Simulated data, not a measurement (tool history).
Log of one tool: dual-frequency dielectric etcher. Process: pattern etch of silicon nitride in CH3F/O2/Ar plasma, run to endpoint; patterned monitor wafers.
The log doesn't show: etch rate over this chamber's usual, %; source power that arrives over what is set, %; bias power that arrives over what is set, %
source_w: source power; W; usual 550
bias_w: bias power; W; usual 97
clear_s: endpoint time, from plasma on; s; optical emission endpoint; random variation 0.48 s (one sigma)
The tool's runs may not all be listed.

run	hour	source_w	bias_w	wafers since the last listed run	hours since the last wet clean	hours since the last source power generator calibration	hours since the last bias power generator calibration	hours since the last upper electrode change	incoming incoming film thickness, nm	clear_s
1	0.0	550	97	0	93.5	1613.7	2673.3	4179.3	50.5	62.1
2	31.3	550	97	496	124.8	1645.0	2704.6	4210.6	50.9	62.6
3	58.6	640	78	433	152.1	1672.3	2731.9	4237.9	50.7	65.0
4	89.8	640	78	494	183.3	1703.5	2763.1	4269.1	49.9	65.1
5	118.5	640	78	455	212.0	1732.2	2791.8	4297.8	50.6	64.8
6	155.9	550	97	593	249.4	1769.6	2829.2	4335.2	50.7	61.5
7	183.9	550	97	444	277.4	1797.6	2857.2	4363.2	50.7	61.0
8	215.6	550	97	502	309.1	1829.3	2888.9	4394.9	50.8	61.8
9	248.4	550	97	520	341.9	1862.1	2921.7	4427.7	50.8	60.4
10	308.0	550	97	945	401.5	1921.7	2981.3	4487.3	50.5	60.2
11	338.2	550	97	479	431.7	1951.9	3011.5	4517.5	50.5	60.2
12	385.9	550	97	756	479.4	1999.6	3059.2	4565.2	50.5	60.7
13	433.5	550	97	754	527.0	2047.2	3106.8	4612.8	50.6	59.2
14	459.0	630	97	404	552.5	2072.7	3132.3	4638.3	50.6	57.0
15	504.8	630	97	726	598.3	2118.5	3178.1	4684.1	50.3	56.5
# hour 526.0: bias power generator calibrated
16	543.0	590	97	542	636.5	2156.7	17.0	4722.3	50.7	57.9
# hour 583.3: wet clean of the chamber
17	595.5	590	97	452	12.2	2209.2	69.5	4774.8	50.3	60.1
18	637.8	590	97	670	54.5	2251.5	111.8	4817.1	50.9	61.0
19	689.6	500	84	821	106.3	2303.3	163.6	4868.9	50.9	68.9
20	718.7	640	109	461	135.4	2332.4	192.7	4898.0	50.4	55.3
21	751.5	550	80	520	168.2	2365.2	225.5	4930.8	50.3	67.1
# hour 798.2: upper electrode replaced
22	798.7	550	111	367	215.4	2412.4	272.7	0.5	50.4	57.1
23	852.8	550	97	858	269.5	2466.5	326.8	54.6	51.0	61.9
24	921.4	620	97	1088	338.1	2535.1	395.4	123.2	50.9	58.8
25	947.5	550	97	413	364.2	2561.2	421.5	149.3	50.5	59.7
26	996.8	490	104	781	413.5	2610.5	470.8	198.6	50.4	60.3
27	1053.5	440	85	899	470.2	2667.2	527.5	255.3	50.6	69.9
# hour 1080.7: source power generator calibrated
# hour 1131.5: wet clean of the chamber
28	1132.0	660	73	800	0.5	51.3	606.0	333.8	50.5	67.1
29	1153.2	550	97	336	21.7	72.5	627.2	355.0	50.8	61.8
30	1179.4	550	97	415	47.9	98.7	653.4	381.2	51.2	62.9
31	1224.2	550	97	710	92.7	143.5	698.2	426.0	50.2	60.6
32	1285.9	600	78	978	154.4	205.2	759.9	487.7	51.0	65.3
33	1340.7	490	105	869	209.2	260.0	814.7	542.5	50.7	60.7
34	1392.0	550	97	813	260.5	311.3	866.0	593.8	50.7	60.1
35	1459.6	510	97	1072	328.1	378.9	933.6	661.4	50.8	61.9
36	1526.4	470	81	1059	394.9	445.7	1000.4	728.2	50.6	69.1

Hidden state at the last listed run before each entry between runs and at the first one after, where it differs:
Between runs 15 and 16: bias power generator calibrated (hour 526.0)
  etch rate over this chamber's usual, %: 4.57 -> 4.89
  measured less the result without the state, clear_s: -2.6 -> -2.9 s
Between runs 16 and 17: wet clean of the chamber (hour 583.3)
  etch rate over this chamber's usual, %: 4.89 -> -0.316
  measured less the result without the state, clear_s: -2.9 -> +0.2 s
Between runs 21 and 22: upper electrode replaced (hour 798.2)
  etch rate over this chamber's usual, %: 0.989 -> 1.38
  measured less the result without the state, clear_s: -0.7 -> -0.8 s
Between runs 27 and 28: source power generator calibrated (hour 1080.7); wet clean of the chamber (hour 1131.5)
  etch rate over this chamber's usual, %: 3.51 -> 0.876
  measured less the result without the state, clear_s: -2.5 -> -0.6 s

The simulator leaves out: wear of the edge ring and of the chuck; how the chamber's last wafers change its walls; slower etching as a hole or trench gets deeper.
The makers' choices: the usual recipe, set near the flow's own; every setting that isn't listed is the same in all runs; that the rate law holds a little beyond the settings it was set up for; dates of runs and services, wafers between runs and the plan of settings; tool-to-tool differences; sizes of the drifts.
